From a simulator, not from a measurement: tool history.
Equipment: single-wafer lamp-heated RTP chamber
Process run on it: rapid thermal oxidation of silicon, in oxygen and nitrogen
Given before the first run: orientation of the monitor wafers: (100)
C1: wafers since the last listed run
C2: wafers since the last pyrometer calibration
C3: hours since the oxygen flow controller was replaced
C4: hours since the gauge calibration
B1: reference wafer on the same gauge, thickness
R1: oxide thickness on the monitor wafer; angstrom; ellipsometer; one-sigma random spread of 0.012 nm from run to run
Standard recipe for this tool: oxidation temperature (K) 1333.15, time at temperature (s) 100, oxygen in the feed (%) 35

run 1 hour=0 | oxidation_temperature_(K)=1333.15 time_at_temperature_(s)=67 oxygen_in_the_feed_(%)=35 | C1=0 C2=5464 C3=2855.2 C4=346.5 | B1=7.37 | R1=70.19
run 2 hour=65.8 | oxidation_temperature_(K)=1333.15 time_at_temperature_(s)=67 oxygen_in_the_feed_(%)=35 | C1=723 C2=6187 C3=2921 C4=412.3 | B1=7.369 | R1=70.41
run 3 hour=112 | oxidation_temperature_(K)=1333.15 time_at_temperature_(s)=67 oxygen_in_the_feed_(%)=35 | C1=507 C2=6695 C3=2967.2 C4=458.5 | B1=7.37 | R1=70.26
run 4 hour=160.7 | oxidation_temperature_(K)=1333.15 time_at_temperature_(s)=100 oxygen_in_the_feed_(%)=35 | C1=535 C2=7230 C3=3015.9 C4=507.2 | B1=7.366 | R1=84.21
run 5 hour=186 | oxidation_temperature_(K)=1333.15 time_at_temperature_(s)=100 oxygen_in_the_feed_(%)=35 | C1=278 C2=7508 C3=3041.2 C4=532.5 | B1=7.371 | R1=84.08
run 6 hour=245.7 | oxidation_temperature_(K)=1333.15 time_at_temperature_(s)=100 oxygen_in_the_feed_(%)=35 | C1=656 C2=8164 C3=3100.9 C4=592.2 | B1=7.371 | R1=84.05
-- hour=297 pyrometer window cleaned and pyrometer calibrated
-- hour=348.6 gauge calibrated
-- hour=383.9 oxygen flow controller replaced
run 7 hour=439.6 | oxidation_temperature_(K)=1333.15 time_at_temperature_(s)=100 oxygen_in_the_feed_(%)=35 | C1=1955 C2=1479 C3=55.7 C4=91 | B1=7.369 | R1=83.4
run 8 hour=502.6 | oxidation_temperature_(K)=1333.15 time_at_temperature_(s)=100 oxygen_in_the_feed_(%)=35 | C1=692 C2=2172 C3=118.7 C4=154 | B1=7.37 | R1=83.62
run 9 hour=529.5 | oxidation_temperature_(K)=1362.15 time_at_temperature_(s)=100 oxygen_in_the_feed_(%)=17 | C1=295 C2=2467 C3=145.6 C4=180.9 | B1=7.372 | R1=78.39
run 10 hour=579.3 | oxidation_temperature_(K)=1333.15 time_at_temperature_(s)=82 oxygen_in_the_feed_(%)=62 | C1=547 C2=3015 C3=195.4 C4=230.7 | B1=7.37 | R1=93.81
run 11 hour=607.5 | oxidation_temperature_(K)=1333.15 time_at_temperature_(s)=100 oxygen_in_the_feed_(%)=35 | C1=309 C2=3325 C3=223.6 C4=258.9 | B1=7.369 | R1=83.69
run 12 hour=659.2 | oxidation_temperature_(K)=1333.15 time_at_temperature_(s)=67 oxygen_in_the_feed_(%)=35 | C1=568 C2=3893 C3=275.3 C4=310.6 | B1=7.373 | R1=70.26
run 13 hour=703.5 | oxidation_temperature_(K)=1333.15 time_at_temperature_(s)=100 oxygen_in_the_feed_(%)=17 | C1=486 C2=4380 C3=319.6 C4=354.9 | B1=7.371 | R1=65.39
run 14 hour=848.2 | oxidation_temperature_(K)=1342.15 time_at_temperature_(s)=100 oxygen_in_the_feed_(%)=35 | C1=1590 C2=5970 C3=464.3 C4=499.6 | B1=7.371 | R1=89.06

Take each entry between the runs: how does the hidden state at the last listed run before it differ from the hidden state at the first listed run after it?
In the gap between runs 6 and 7: pyrometer window cleaned and pyrometer calibrated (hour 297); gauge calibrated (hour 348.6); oxygen flow controller replaced (hour 383.9)
  true wafer temperature minus pyrometer reading, K: 2.52 -> 1.28
  measured less the result without the state, R1: +1.4 -> +0.71 angstrom
